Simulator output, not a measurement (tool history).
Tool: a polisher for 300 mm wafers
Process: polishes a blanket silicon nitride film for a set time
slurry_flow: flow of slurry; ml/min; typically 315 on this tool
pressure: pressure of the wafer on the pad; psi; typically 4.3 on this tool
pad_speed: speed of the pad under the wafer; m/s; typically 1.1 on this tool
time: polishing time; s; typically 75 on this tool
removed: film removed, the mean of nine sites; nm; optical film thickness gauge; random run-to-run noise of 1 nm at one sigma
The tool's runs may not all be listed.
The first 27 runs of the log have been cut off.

run	hour	slurry_flow	pressure	pad_speed	time	incoming thickness of the incoming film, nm	removed
28	706.7	315	4.3	0.96	87	525.1	163.8
29	720.2	285	5.2	1.1	75	518.4	172.9
30	736.3	315	5.3	1.1	75	524.1	173.7
31	771.6	260	4.3	1.3	92	531.9	217.9
32	812.1	315	4.3	1.1	75	513	159.5
33	827.8	210	4.3	1.1	94	523.4	192.7
# hour 835.8: worn pad replaced by a new one
34	900.8	380	4.3	1.1	84	519.4	179.4
35	971.8	220	3.3	0.8	92	515	128.7
36	991.2	425	3.3	1.1	75	516.6	141.1

Forecast each of these 5 alternatives for the next run:
A	991.7	315	4.3	1.1	75	526.8	?
B	991.7	315	5.7	0.84	75	526.8	?
C	991.7	205	2.9	0.92	61	526.8	?
D	991.7	315	4.3	1.2	61	526.8	?
E	991.7	315	4.3	1.36	75	526.8	?

run	removed
A	157.3
B	148.7
C	90.8
D	137
E	185.9
Had the tool no hidden state, the same runs would have come out as:
run	removed
A	160.1
B	151.3
C	92.4
D	139.4
E	189.1
